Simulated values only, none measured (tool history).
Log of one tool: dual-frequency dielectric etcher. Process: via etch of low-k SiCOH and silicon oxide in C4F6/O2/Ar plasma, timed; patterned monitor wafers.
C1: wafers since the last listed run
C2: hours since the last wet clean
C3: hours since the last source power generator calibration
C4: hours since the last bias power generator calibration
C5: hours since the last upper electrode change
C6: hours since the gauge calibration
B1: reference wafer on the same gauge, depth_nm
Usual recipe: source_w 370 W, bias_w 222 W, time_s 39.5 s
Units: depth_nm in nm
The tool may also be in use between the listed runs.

Run 1, hour 0.0: usual settings but time_s 36.5 s; C1 0; C2 98.1; C3 4565.8; C4 2285.8; C5 5193.1; C6 165.6; B1 117.9. Result: depth_nm 97.6 nm.
Run 2, hour 7.5: usual settings but time_s 36.5 s; C1 81; C2 105.6; C3 4573.3; C4 2293.3; C5 5200.6; C6 173.1; B1 117.9. Result: depth_nm 97.5 nm.
At hour 19.6: bias power generator calibrated.
Run 3, hour 20.1: usual settings but time_s 36.5 s; C1 93; C2 118.2; C3 4585.9; C4 0.5; C5 5213.2; C6 185.7; B1 118.0. Result: depth_nm 97.5 nm.
Run 4, hour 28.2: usual settings; C1 88; C2 126.3; C3 4594.0; C4 8.6; C5 5221.3; C6 193.8; B1 118.1. Result: depth_nm 105.3 nm.
Run 5, hour 38.9: usual settings; C1 116; C2 137.0; C3 4604.7; C4 19.3; C5 5232.0; C6 204.5; B1 118.0. Result: depth_nm 105.3 nm.
Run 6, hour 48.7: usual settings; C1 106; C2 146.8; C3 4614.5; C4 29.1; C5 5241.8; C6 214.3; B1 118.0. Result: depth_nm 105.1 nm.
Run 7, hour 62.4: usual settings; C1 148; C2 160.5; C3 4628.2; C4 42.8; C5 5255.5; C6 228.0; B1 118.0. Result: depth_nm 105.2 nm.
Run 8, hour 70.2: usual settings; C1 84; C2 168.3; C3 4636.0; C4 50.6; C5 5263.3; C6 235.8; B1 118.1. Result: depth_nm 105.0 nm.
At hour 85.5: source power generator calibrated.
Run 9, hour 88.1: usual settings; C1 151; C2 186.2; C3 2.6; C4 68.5; C5 5281.2; C6 253.7; B1 118.0. Result: depth_nm 105.0 nm.
Run 10, hour 102.7: usual settings; C1 158; C2 200.8; C3 17.2; C4 83.1; C5 5295.8; C6 268.3; B1 118.0. Result: depth_nm 104.8 nm.
At hour 117.5: gauge calibrated.
At hour 134.8: upper electrode replaced.
Run 11, hour 135.3: usual settings but bias_w 189 W; C1 93; C2 233.4; C3 49.8; C4 115.7; C5 0.5; C6 17.8; B1 118.0. Result: depth_nm 102.1 nm.
Run 12, hour 139.4: usual settings but time_s 28.0 s; C1 44; C2 237.5; C3 53.9; C4 119.8; C5 4.6; C6 21.9; B1 118.0. Result: depth_nm 74.5 nm.
Run 13, hour 151.8: usual settings but source_w 460 W, bias_w 277 W, time_s 35.0 s; C1 134; C2 249.9; C3 66.3; C4 132.2; C5 17.0; C6 34.3; B1 118.0. Result: depth_nm 106.8 nm.
Run 14, hour 158.5: usual settings but source_w 420 W, bias_w 185 W, time_s 31.5 s; C1 72; C2 256.6; C3 73.0; C4 138.9; C5 23.7; C6 41.0; B1 117.9. Result: depth_nm 86.1 nm.
Run 15, hour 168.1: usual settings but source_w 460 W, bias_w 263 W, time_s 45.0 s; C1 104; C2 266.2; C3 82.6; C4 148.5; C5 33.3; C6 50.6; B1 118.0. Result: depth_nm 136.4 nm.
Run 16, hour 181.6: usual settings but source_w 440 W, time_s 43.0 s; C1 146; C2 279.7; C3 96.1; C4 162.0; C5 46.8; C6 64.1; B1 118.0. Result: depth_nm 123.8 nm.
Run 17, hour 194.8: usual settings but source_w 330 W, bias_w 245 W; C1 143; C2 292.9; C3 109.3; C4 175.2; C5 60.0; C6 77.3; B1 117.9. Result: depth_nm 100.7 nm.
At hour 221.4: wet clean of the chamber.
Run 18, hour 221.9: usual settings but source_w 460 W, bias_w 185 W, time_s 46.5 s; C1 33; C2 0.5; C3 136.4; C4 202.3; C5 87.1; C6 104.4; B1 117.9. Result: depth_nm 134.4 nm.
Run 19, hour 222.2: usual settings; C1 3; C2 0.8; C3 136.7; C4 202.6; C5 87.4; C6 104.7; B1 118.1. Result: depth_nm 106.0 nm.
Run 20, hour 226.1: usual settings; C1 42; C2 4.7; C3 140.6; C4 206.5; C5 91.3; C6 108.6; B1 118.0. Result: depth_nm 105.9 nm.
Run 21, hour 232.8: usual settings but source_w 300 W, bias_w 269 W, time_s 49.5 s; C1 72; C2 11.4; C3 147.3; C4 213.2; C5 98.0; C6 115.3; B1 118.1. Result: depth_nm 123.8 nm.
Run 22, hour 241.1: usual settings; C1 90; C2 19.7; C3 155.6; C4 221.5; C5 106.3; C6 123.6; B1 118.0. Result: depth_nm 105.9 nm.
Run 23, hour 258.1: usual settings but time_s 44.5 s; C1 184; C2 36.7; C3 172.6; C4 238.5; C5 123.3; C6 140.6; B1 118.0. Result: depth_nm 118.8 nm.
Run 24, hour 264.6: usual settings but source_w 290 W, bias_w 240 W, time_s 30.0 s; C1 70; C2 43.2; C3 179.1; C4 245.0; C5 129.8; C6 147.1; B1 118.0. Result: depth_nm 72.1 nm.
Run 25, hour 308.7: usual settings but source_w 420 W, bias_w 270 W; C1 479; C2 87.3; C3 223.2; C4 289.1; C5 173.9; C6 191.2; B1 117.9. Result: depth_nm 116.4 nm.
Run 26, hour 356.1: usual settings but source_w 410 W, bias_w 275 W; C1 515; C2 134.7; C3 270.6; C4 336.5; C5 221.3; C6 238.6; B1 118.0. Result: depth_nm 115.0 nm.
Run 27, hour 367.5: usual settings; C1 123; C2 146.1; C3 282.0; C4 347.9; C5 232.7; C6 250.0; B1 118.0. Result: depth_nm 105.0 nm.
Run 28, hour 375.3: usual settings but bias_w 205 W; C1 84; C2 153.9; C3 289.8; C4 355.7; C5 240.5; C6 257.8; B1 118.0. Result: depth_nm 103.5 nm.
Run 29, hour 387.1: usual settings but bias_w 258 W; C1 128; C2 165.7; C3 301.6; C4 367.5; C5 252.3; C6 269.6; B1 118.0. Result: depth_nm 108.0 nm.

Forecast each of these 5 alternatives for the next run:
Run A, hour 387.5: usual settings; C1 4; C2 166.1; C3 302.0; C4 367.9; C5 252.7; C6 270.0; B1 ?. Result: depth_nm ?.
Run B, hour 387.5: usual settings but source_w 410 W, time_s 48.5 s; C1 4; C2 166.1; C3 302.0; C4 367.9; C5 252.7; C6 270.0; B1 ?. Result: depth_nm ?.
Run C, hour 387.5: usual settings but source_w 430 W, bias_w 274 W; C1 4; C2 166.1; C3 302.0; C4 367.9; C5 252.7; C6 270.0; B1 ?. Result: depth_nm ?.
Run D, hour 387.5: usual settings but source_w 460 W, bias_w 259 W, time_s 30.5 s; C1 4; C2 166.1; C3 302.0; C4 367.9; C5 252.7; C6 270.0; B1 ?. Result: depth_nm ?.
Run E, hour 387.5: usual settings but source_w 410 W, bias_w 246 W, time_s 33.5 s; C1 4; C2 166.1; C3 302.0; C4 367.9; C5 252.7; C6 270.0; B1 ?. Result: depth_nm ?.

run     B1  depth_nm
  A  118.0     105.3
  B  118.0     135.8
  C  118.0     117.6
  D  118.0      92.7
  E  118.0      95.5
Take away the tool's hidden state, keep each run's random variation, and the runs would have read:
run  depth_nm
  A     105.8
  B     136.5
  C     118.2
  D      93.2
  E      96.0
